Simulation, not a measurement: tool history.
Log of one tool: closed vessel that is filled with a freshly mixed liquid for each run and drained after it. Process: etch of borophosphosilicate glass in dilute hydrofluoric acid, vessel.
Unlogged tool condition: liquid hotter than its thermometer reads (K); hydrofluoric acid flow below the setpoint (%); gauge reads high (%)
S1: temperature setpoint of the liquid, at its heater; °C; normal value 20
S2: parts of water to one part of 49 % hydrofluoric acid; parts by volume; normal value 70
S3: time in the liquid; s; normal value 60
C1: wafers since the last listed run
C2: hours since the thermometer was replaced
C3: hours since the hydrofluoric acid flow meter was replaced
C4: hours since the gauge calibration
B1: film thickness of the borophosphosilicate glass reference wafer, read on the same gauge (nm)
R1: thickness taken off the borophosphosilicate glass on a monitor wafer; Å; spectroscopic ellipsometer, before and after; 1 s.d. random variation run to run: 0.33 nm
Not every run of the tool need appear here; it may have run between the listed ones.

Run 1, hour 0: usual settings; C1 0; C2 223.4; C3 1049.8; C4 455.5; B1 39.99. Result: R1 395.4 Å.
Run 2, hour 61.5: usual settings; C1 9029; C2 284.9; C3 1111.3; C4 517; B1 40.04. Result: R1 395 Å.
Run 3, hour 102.3: usual settings; C1 5990; C2 325.7; C3 1152.1; C4 557.8; B1 39.99. Result: R1 396 Å.
Run 4, hour 172: usual settings but S1 23.5 °C; C1 10233; C2 395.4; C3 1221.8; C4 627.5; B1 39.99. Result: R1 455.5 Å.
Run 5, hour 346.9: usual settings but S1 23.5 °C; C1 25680; C2 570.3; C3 1396.7; C4 802.4; B1 39.95. Result: R1 451.8 Å.
Run 6, hour 394.3: usual settings but S1 23.5 °C; C1 6959; C2 617.7; C3 1444.1; C4 849.8; B1 39.98. Result: R1 457 Å.
Run 7, hour 455: usual settings but S2 85 parts by volume; C1 8912; C2 678.4; C3 1504.8; C4 910.5; B1 39.96. Result: R1 314.3 Å.
At hour 497.1: gauge calibrated.
Run 8, hour 504.7: usual settings but S2 85 parts by volume; C1 7297; C2 728.1; C3 1554.5; C4 7.6; B1 40. Result: R1 310.2 Å.
Run 9, hour 571.2: usual settings; C1 9764; C2 794.6; C3 1621; C4 74.1; B1 39.97. Result: R1 384.6 Å.
At hour 630.1: thermometer replaced.
Run 10, hour 641.1: usual settings but S2 90 parts by volume, S3 35 s; C1 10116; C2 11; C3 1690.9; C4 144; B1 40. Result: R1 170.1 Å.
At hour 665.6: hydrofluoric acid flow meter replaced.
Run 11, hour 699.5: usual settings but S3 70 s; C1 8427; C2 69.4; C3 33.9; C4 202.4; B1 39.99. Result: R1 484.2 Å.
Run 12, hour 724.7: usual settings but S3 40 s; C1 3700; C2 94.6; C3 59.1; C4 227.6; B1 39.99. Result: R1 276.4 Å.
Run 13, hour 792.5: usual settings but S1 23 °C, S2 40 parts by volume, S3 45 s; C1 9955; C2 162.4; C3 126.9; C4 295.4; B1 39.99. Result: R1 643 Å.
Run 14, hour 829.4: usual settings; C1 5417; C2 199.3; C3 163.8; C4 332.3; B1 40.02. Result: R1 416.3 Å.
Run 15, hour 858.2: usual settings but S1 17 °C, S2 60 parts by volume, S3 45 s; C1 4228; C2 228.1; C3 192.6; C4 361.1; B1 40. Result: R1 318.7 Å.
Run 16, hour 910.3: usual settings but S3 45 s; C1 7649; C2 280.2; C3 244.7; C4 413.2; B1 40.01. Result: R1 304.6 Å.

Some steps in R1 between neighbouring runs. How much of each would the tool show without its hidden state too (settings, what came in, random variation), and how much is left for the hidden state, with any gauge scatter that isn't in both results?
Run 9 -> 10: S2 70 -> 90, S3 60 -> 35, thermometer replaced. R1 -214.5 Å: hidden state +17.5, all else -232.
Run 12 -> 13: S1 20 -> 23, S2 70 -> 40, S3 40 -> 45. R1 +366.6 Å: hidden state -6.7, all else +373.3.

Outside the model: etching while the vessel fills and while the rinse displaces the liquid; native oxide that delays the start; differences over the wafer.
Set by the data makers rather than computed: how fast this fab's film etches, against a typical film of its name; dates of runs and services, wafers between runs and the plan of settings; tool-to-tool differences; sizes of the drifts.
